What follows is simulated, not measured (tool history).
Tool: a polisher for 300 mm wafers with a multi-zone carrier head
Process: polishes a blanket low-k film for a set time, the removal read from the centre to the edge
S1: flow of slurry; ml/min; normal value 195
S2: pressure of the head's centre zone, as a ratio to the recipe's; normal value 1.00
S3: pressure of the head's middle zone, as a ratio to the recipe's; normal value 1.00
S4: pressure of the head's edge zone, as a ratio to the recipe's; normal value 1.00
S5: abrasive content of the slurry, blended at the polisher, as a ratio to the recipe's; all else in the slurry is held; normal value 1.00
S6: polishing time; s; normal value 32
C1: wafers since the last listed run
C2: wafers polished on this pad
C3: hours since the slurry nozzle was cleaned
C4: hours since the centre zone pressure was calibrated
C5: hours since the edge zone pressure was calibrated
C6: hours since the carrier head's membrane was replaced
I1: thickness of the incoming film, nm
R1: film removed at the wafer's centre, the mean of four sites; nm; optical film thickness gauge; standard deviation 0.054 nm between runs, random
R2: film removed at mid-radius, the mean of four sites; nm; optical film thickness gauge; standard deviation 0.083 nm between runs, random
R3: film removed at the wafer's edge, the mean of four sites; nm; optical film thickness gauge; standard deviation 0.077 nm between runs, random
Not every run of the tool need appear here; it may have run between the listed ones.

| run | hour | S1 | S2 | S3 | S4 | S5 | S6 | C1 | C2 | C3 | C4 | C5 | C6 | I1 | R1 | R2 | R3 |
|---|---|---|---|---|---|---|---|---|---|---|---|---|---|---|---|---|---|
| 1 | 0.0 | 195 | 1.00 | 1.00 | 1.00 | 0.80 | 32 | 0 | 128 | 165.4 | 836.6 | 897.0 | 1242.9 | 599.4 | 6.7 | 7.4 | 7.4 |
| 2 | 7.8 | 195 | 1.00 | 1.00 | 1.00 | 1.00 | 32 | 132 | 261 | 173.2 | 844.4 | 904.8 | 1250.7 | 604.4 | 7.7 | 8.4 | 8.4 |
| 3 | 20.2 | 195 | 1.00 | 1.00 | 1.00 | 1.00 | 32 | 211 | 472 | 185.6 | 856.8 | 917.2 | 1263.1 | 590.6 | 7.6 | 8.6 | 8.3 |
|  | 32.3 | worn pad replaced by a new one |
| 4 | 34.5 | 195 | 1.07 | 0.96 | 1.00 | 1.00 | 32 | 175 | 38 | 199.9 | 871.1 | 931.5 | 1277.4 | 599.1 | 8.1 | 8.3 | 8.3 |
| 5 | 44.6 | 195 | 1.07 | 0.96 | 1.00 | 1.00 | 32 | 171 | 209 | 210.0 | 881.2 | 941.6 | 1287.5 | 602.2 | 8.0 | 8.2 | 8.2 |
| 6 | 56.0 | 195 | 1.07 | 0.96 | 1.00 | 1.00 | 32 | 193 | 403 | 221.4 | 892.6 | 953.0 | 1298.9 | 601.9 | 8.1 | 8.2 | 8.4 |
| 7 | 64.4 | 195 | 1.00 | 1.00 | 0.97 | 1.00 | 32 | 142 | 546 | 229.8 | 901.0 | 961.4 | 1307.3 | 609.7 | 7.5 | 8.5 | 8.3 |
|  | 80.2 | worn pad replaced by a new one |
|  | 81.2 | centre zone pressure recalibrated |
| 8 | 81.7 | 195 | 1.00 | 1.00 | 0.97 | 1.00 | 32 | 210 | 9 | 247.1 | 0.5 | 978.7 | 1324.6 | 601.2 | 8.3 | 8.5 | 8.2 |
|  | 85.8 | edge zone pressure recalibrated |
| 9 | 89.8 | 195 | 1.00 | 1.00 | 0.97 | 1.00 | 32 | 103 | 112 | 255.2 | 8.6 | 4.0 | 1332.7 | 593.5 | 8.4 | 8.4 | 8.2 |
| 10 | 105.4 | 150 | 1.00 | 1.07 | 1.00 | 1.00 | 32 | 265 | 378 | 270.8 | 24.2 | 19.6 | 1348.3 | 599.6 | 8.0 | 8.5 | 8.1 |
| 11 | 111.8 | 195 | 1.00 | 0.88 | 0.89 | 1.00 | 28 | 108 | 487 | 277.2 | 30.6 | 26.0 | 1354.7 | 602.1 | 7.4 | 6.8 | 6.9 |
|  | 123.7 | worn pad replaced by a new one |
| 12 | 125.1 | 150 | 1.00 | 1.00 | 0.93 | 0.80 | 35 | 158 | 23 | 290.5 | 43.9 | 39.3 | 1368.0 | 599.8 | 7.6 | 8.0 | 7.5 |
| 13 | 135.5 | 195 | 1.00 | 1.00 | 1.00 | 1.00 | 37 | 176 | 200 | 300.9 | 54.3 | 49.7 | 1378.4 | 602.9 | 9.8 | 10.1 | 9.5 |
|  | 147.1 | carrier head's membrane replaced by a new one |
| 14 | 147.6 | 145 | 1.00 | 0.94 | 0.96 | 0.70 | 32 | 120 | 321 | 313.0 | 66.4 | 61.8 | 0.5 | 595.2 | 6.3 | 6.3 | 6.3 |
| 15 | 150.6 | 195 | 1.11 | 1.00 | 1.00 | 1.00 | 35 | 51 | 372 | 316.0 | 69.4 | 64.8 | 3.5 | 607.2 | 10.0 | 9.3 | 9.0 |
|  | 157.9 | slurry nozzle cleaned |
|  | 161.4 | worn pad replaced by a new one |
| 16 | 166.5 | 130 | 1.03 | 1.00 | 1.00 | 1.00 | 32 | 193 | 86 | 8.6 | 85.3 | 80.7 | 19.4 | 599.1 | 7.9 | 7.8 | 8.0 |
| 17 | 173.1 | 195 | 1.00 | 1.00 | 1.00 | 1.00 | 32 | 112 | 198 | 15.2 | 91.9 | 87.3 | 26.0 | 605.3 | 8.5 | 8.5 | 8.3 |
| 18 | 188.2 | 160 | 1.00 | 1.00 | 1.00 | 0.85 | 28 | 256 | 455 | 30.3 | 107.0 | 102.4 | 41.1 | 603.8 | 6.4 | 6.7 | 6.4 |
|  | 201.2 | worn pad replaced by a new one |
| 19 | 205.1 | 195 | 1.00 | 1.00 | 0.97 | 1.00 | 32 | 219 | 65 | 47.2 | 123.9 | 119.3 | 58.0 | 598.4 | 8.4 | 8.6 | 8.2 |

Consider 3 possible next runs. They are alternatives, not a sequence: every one starts from the tool as it was left by run 19. What does each give?
| A | 205.5 | 195 | 1.00 | 1.00 | 1.00 | 1.00 | 32 | 6 | 72 | 47.6 | 124.3 | 119.7 | 58.4 | 603.0 | ? | ? | ? |
| B | 205.5 | 195 | 1.00 | 1.00 | 1.00 | 1.20 | 32 | 6 | 72 | 47.6 | 124.3 | 119.7 | 58.4 | 603.0 | ? | ? | ? |
| C | 205.5 | 195 | 0.96 | 1.00 | 1.00 | 1.00 | 32 | 6 | 72 | 47.6 | 124.3 | 119.7 | 58.4 | 603.0 | ? | ? | ? |

| run | R1 | R2 | R3 |
|---|---|---|---|
| A | 8.3 | 8.5 | 8.5 |
| B | 9.1 | 9.3 | 9.3 |
| C | 8.1 | 8.5 | 8.5 |
Without the tool's hidden state the same runs would have given:
| run | R1 | R2 | R3 |
|---|---|---|---|
| A | 8.4 | 8.5 | 8.5 |
| B | 9.2 | 9.3 | 9.3 |
| C | 8.1 | 8.5 | 8.5 |
